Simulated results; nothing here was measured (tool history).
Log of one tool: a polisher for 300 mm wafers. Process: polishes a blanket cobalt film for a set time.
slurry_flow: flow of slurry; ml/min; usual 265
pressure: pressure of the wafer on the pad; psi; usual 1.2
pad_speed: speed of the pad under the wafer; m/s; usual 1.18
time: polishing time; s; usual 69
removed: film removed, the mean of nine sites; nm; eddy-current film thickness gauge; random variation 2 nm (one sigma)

| run | hour | slurry_flow | pressure | pad_speed | time | wafers since the last listed run | wafers polished on this pad | hours since the slurry nozzle was cleaned | hours since the head pressure was calibrated | incoming thickness of the incoming film, nm | removed |
|---|---|---|---|---|---|---|---|---|---|---|---|
| 1 | 0 | 265 | 1.2 | 1.18 | 78 | 0 | 164 | 133.2 | 767 | 1276.2 | 279.6 |
| 2 | 22.3 | 265 | 1.2 | 1.18 | 69 | 284 | 448 | 155.5 | 789.3 | 1275.7 | 248 |
|  | 45.1 | worn pad replaced by a new one |
| 3 | 47.9 | 210 | 1.2 | 1.18 | 69 | 275 | 36 | 181.1 | 814.9 | 1302.3 | 240.2 |
| 4 | 76.4 | 210 | 1.2 | 1.18 | 69 | 363 | 399 | 209.6 | 843.4 | 1301 | 237.6 |
| 5 | 94.9 | 210 | 1.2 | 1.18 | 69 | 235 | 635 | 228.1 | 861.9 | 1309 | 233.7 |
|  | 112.3 | worn pad replaced by a new one |
|  | 114.5 | head pressure recalibrated |
| 6 | 117.4 | 265 | 1.4 | 1.18 | 69 | 210 | 40 | 250.6 | 2.9 | 1298.7 | 318.5 |
| 7 | 129.7 | 265 | 1.2 | 1.18 | 69 | 156 | 197 | 262.9 | 15.2 | 1284.5 | 271.5 |
| 8 | 157.8 | 265 | 1.2 | 1.18 | 69 | 358 | 555 | 291 | 43.3 | 1308.1 | 273.1 |
|  | 174.8 | worn pad replaced by a new one |
| 9 | 180.3 | 265 | 1.2 | 0.86 | 69 | 235 | 69 | 313.5 | 65.8 | 1282.7 | 197.3 |
| 10 | 203.4 | 300 | 1 | 1.18 | 69 | 294 | 364 | 336.6 | 88.9 | 1279.4 | 225.8 |
|  | 224.3 | slurry nozzle cleaned |
| 11 | 232.4 | 235 | 1.2 | 1.18 | 77 | 357 | 721 | 8.1 | 117.9 | 1308.3 | 299.8 |
|  | 237.4 | worn pad replaced by a new one |
| 12 | 250 | 265 | 1.2 | 1.18 | 69 | 173 | 161 | 25.7 | 135.5 | 1274.3 | 270.9 |
| 13 | 264.7 | 265 | 1.4 | 0.98 | 69 | 187 | 348 | 40.4 | 150.2 | 1297.5 | 261.8 |
| 14 | 289.1 | 360 | 1.3 | 1.34 | 85 | 311 | 659 | 64.8 | 174.6 | 1291.9 | 419.3 |
|  | 307.1 | worn pad replaced by a new one |
| 15 | 313.2 | 210 | 1.2 | 1.18 | 69 | 256 | 78 | 88.9 | 198.7 | 1306.3 | 269.8 |
| 16 | 332.8 | 265 | 0.9 | 1.18 | 69 | 249 | 328 | 108.5 | 218.3 | 1301.5 | 201.4 |

5 ways to go on from here, each from the tool as it stands after run 16. What would each give?
| A | 333.2 | 305 | 1.2 | 1.18 | 69 | 5 | 333 | 108.9 | 218.7 | 1304 | ? |
| B | 333.2 | 225 | 1.2 | 0.88 | 58 | 5 | 333 | 108.9 | 218.7 | 1304 | ? |
| C | 333.2 | 300 | 1.4 | 1.38 | 57 | 5 | 333 | 108.9 | 218.7 | 1304 | ? |
| D | 333.2 | 265 | 1.2 | 1.42 | 45 | 5 | 333 | 108.9 | 218.7 | 1304 | ? |
| E | 333.2 | 230 | 1.2 | 1.18 | 58 | 5 | 333 | 108.9 | 218.7 | 1304 | ? |

| run | removed |
|---|---|
| A | 267.9 |
| B | 164.8 |
| C | 301.7 |
| D | 208.5 |
| E | 221.3 |
Without the tool's hidden state the same runs would have given:
| run | removed |
|---|---|
| A | 268.4 |
| B | 165 |
| C | 302.2 |
| D | 208.8 |
| E | 221.6 |
